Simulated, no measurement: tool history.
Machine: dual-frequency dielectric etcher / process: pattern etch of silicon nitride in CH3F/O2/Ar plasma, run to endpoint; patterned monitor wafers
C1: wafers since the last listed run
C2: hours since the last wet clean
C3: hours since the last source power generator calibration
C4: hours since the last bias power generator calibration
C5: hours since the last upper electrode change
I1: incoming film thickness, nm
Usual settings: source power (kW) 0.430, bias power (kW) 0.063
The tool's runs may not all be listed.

Run 1, hour 0.0: usual settings; C1 0; C2 341.3; C3 4032.6; C4 1382.3; C5 4466.1; I1 31.15. Result: endpoint time (s) 46.2.
Run 2, hour 13.1: usual settings but source power (kW) 0.480; C1 123; C2 354.4; C3 4045.7; C4 1395.4; C5 4479.2; I1 30.66. Result: endpoint time (s) 44.7.
Run 3, hour 39.6: usual settings but source power (kW) 0.480; C1 250; C2 380.9; C3 4072.2; C4 1421.9; C5 4505.7; I1 30.44. Result: endpoint time (s) 44.7.
Run 4, hour 57.4: usual settings but source power (kW) 0.480; C1 168; C2 398.7; C3 4090.0; C4 1439.7; C5 4523.5; I1 30.89. Result: endpoint time (s) 44.2.
Run 5, hour 91.2: usual settings but source power (kW) 0.500; C1 319; C2 432.5; C3 4123.8; C4 1473.5; C5 4557.3; I1 30.75. Result: endpoint time (s) 44.1.
Run 6, hour 118.8: usual settings but source power (kW) 0.500; C1 260; C2 460.1; C3 4151.4; C4 1501.1; C5 4584.9; I1 30.47. Result: endpoint time (s) 44.1.
Run 7, hour 152.9: usual settings but source power (kW) 0.500; C1 321; C2 494.2; C3 4185.5; C4 1535.2; C5 4619.0; I1 30.60. Result: endpoint time (s) 43.9.
Run 8, hour 165.5: usual settings; C1 118; C2 506.8; C3 4198.1; C4 1547.8; C5 4631.6; I1 30.80. Result: endpoint time (s) 46.7.
Run 9, hour 179.5: usual settings; C1 132; C2 520.8; C3 4212.1; C4 1561.8; C5 4645.6; I1 30.64. Result: endpoint time (s) 46.4.
At hour 196.1: source power generator calibrated.
Run 10, hour 215.0: usual settings; C1 297; C2 556.3; C3 18.9; C4 1597.3; C5 4681.1; I1 30.72. Result: endpoint time (s) 47.0.
Run 11, hour 249.3: usual settings; C1 323; C2 590.6; C3 53.2; C4 1631.6; C5 4715.4; I1 30.88. Result: endpoint time (s) 48.1.
At hour 278.8: wet clean of the chamber.
Run 12, hour 279.3: usual settings; C1 56; C2 0.5; C3 83.2; C4 1661.6; C5 4745.4; I1 30.95. Result: endpoint time (s) 44.8.
Run 13, hour 280.9: usual settings; C1 15; C2 2.1; C3 84.8; C4 1663.2; C5 4747.0; I1 30.89. Result: endpoint time (s) 44.2.
Run 14, hour 301.3: usual settings but source power (kW) 0.380; C1 192; C2 22.5; C3 105.2; C4 1683.6; C5 4767.4; I1 30.86. Result: endpoint time (s) 47.0.
Run 15, hour 314.4: usual settings but source power (kW) 0.340, bias power (kW) 0.069; C1 123; C2 35.6; C3 118.3; C4 1696.7; C5 4780.5; I1 30.48. Result: endpoint time (s) 46.7.
Run 16, hour 330.6: usual settings but source power (kW) 0.530, bias power (kW) 0.058; C1 152; C2 51.8; C3 134.5; C4 1712.9; C5 4796.7; I1 30.43. Result: endpoint time (s) 42.2.
Run 17, hour 350.5: usual settings; C1 187; C2 71.7; C3 154.4; C4 1732.8; C5 4816.6; I1 30.81. Result: endpoint time (s) 45.1.
Run 18, hour 377.5: usual settings but source power (kW) 0.490, bias power (kW) 0.049; C1 254; C2 98.7; C3 181.4; C4 1759.8; C5 4843.6; I1 30.60. Result: endpoint time (s) 46.3.
Run 19, hour 397.4: usual settings; C1 187; C2 118.6; C3 201.3; C4 1779.7; C5 4863.5; I1 30.79. Result: endpoint time (s) 45.0.
Run 20, hour 416.0: usual settings but source power (kW) 0.460, bias power (kW) 0.057; C1 175; C2 137.2; C3 219.9; C4 1798.3; C5 4882.1; I1 30.32. Result: endpoint time (s) 45.1.
Run 21, hour 450.4: usual settings; C1 324; C2 171.6; C3 254.3; C4 1832.7; C5 4916.5; I1 30.61. Result: endpoint time (s) 45.3.
Run 22, hour 474.9: usual settings but source power (kW) 0.480; C1 231; C2 196.1; C3 278.8; C4 1857.2; C5 4941.0; I1 30.72. Result: endpoint time (s) 43.4.
Run 23, hour 489.4: usual settings; C1 136; C2 210.6; C3 293.3; C4 1871.7; C5 4955.5; I1 30.66. Result: endpoint time (s) 45.2.
At hour 496.3: bias power generator calibrated.
Run 24, hour 514.7: usual settings but source power (kW) 0.340, bias power (kW) 0.072; C1 201; C2 235.9; C3 318.6; C4 18.4; C5 4980.8; I1 30.61. Result: endpoint time (s) 46.9.
Run 25, hour 543.8: usual settings but source power (kW) 0.360, bias power (kW) 0.076; C1 274; C2 265.0; C3 347.7; C4 47.5; C5 5009.9; I1 30.86. Result: endpoint time (s) 45.3.
At hour 600.7: upper electrode replaced.
Run 26, hour 601.2: usual settings; C1 315; C2 322.4; C3 405.1; C4 104.9; C5 0.5; I1 30.90. Result: endpoint time (s) 46.1.
Run 27, hour 601.5: usual settings but source power (kW) 0.520; C1 2; C2 322.7; C3 405.4; C4 105.2; C5 0.8; I1 30.63. Result: endpoint time (s) 42.7.
Run 28, hour 623.7: usual settings but source power (kW) 0.340, bias power (kW) 0.069; C1 209; C2 344.9; C3 427.6; C4 127.4; C5 23.0; I1 30.64. Result: endpoint time (s) 47.8.
Run 29, hour 653.3: usual settings but source power (kW) 0.530, bias power (kW) 0.052; C1 279; C2 374.5; C3 457.2; C4 157.0; C5 52.6; I1 30.50. Result: endpoint time (s) 44.7.
Run 30, hour 673.4: usual settings; C1 189; C2 394.6; C3 477.3; C4 177.1; C5 72.7; I1 30.82. Result: endpoint time (s) 45.9.
Run 31, hour 701.9: usual settings but source power (kW) 0.330, bias power (kW) 0.078; C1 269; C2 423.1; C3 505.8; C4 205.6; C5 101.2; I1 30.62. Result: endpoint time (s) 47.6.
Run 32, hour 724.8: usual settings but source power (kW) 0.380, bias power (kW) 0.078; C1 216; C2 446.0; C3 528.7; C4 228.5; C5 124.1; I1 30.69. Result: endpoint time (s) 45.8.
Run 33, hour 758.7: usual settings but source power (kW) 0.350, bias power (kW) 0.077; C1 320; C2 479.9; C3 562.6; C4 262.4; C5 158.0; I1 30.92. Result: endpoint time (s) 46.9.
At hour 839.0: wet clean of the chamber.
Run 34, hour 839.5: usual settings; C1 536; C2 0.5; C3 643.4; C4 343.2; C5 238.8; I1 31.01. Result: endpoint time (s) 44.8.
Run 35, hour 851.9: usual settings but source power (kW) 0.510, bias power (kW) 0.053; C1 117; C2 12.9; C3 655.8; C4 355.6; C5 251.2; I1 30.52. Result: endpoint time (s) 43.7.

What differs in the tool's unlogged condition from the final listed run ahead of each entry between runs to the first listed run following it?
From run 9 to run 10: source power generator calibrated (hour 196.1)
  etch rate over this chamber's usual, %: -4.92 -> -5.22
  what was measured, less what the result would be without the hidden state, endpoint time (s): +2.3 -> +2.5
From run 11 to run 12: wet clean of the chamber (hour 278.8)
  etch rate over this chamber's usual, %: -5.52 -> 0.0854
  what was measured, less what the result would be without the hidden state, endpoint time (s): +2.7 -> +0.0
From run 23 to run 24: bias power generator calibrated (hour 496.3)
  etch rate over this chamber's usual, %: -1.74 -> -1.95
  what was measured, less what the result would be without the hidden state, endpoint time (s): +0.8 -> +0.9
From run 25 to run 26: upper electrode replaced (hour 600.7)
  etch rate over this chamber's usual, %: -2.21 -> -2.7
  what was measured, less what the result would be without the hidden state, endpoint time (s): +1.0 -> +1.2
From run 33 to run 34: wet clean of the chamber (hour 839.0)
  etch rate over this chamber's usual, %: -4.07 -> -0.392
  what was measured, less what the result would be without the hidden state, endpoint time (s): +1.9 -> +0.2
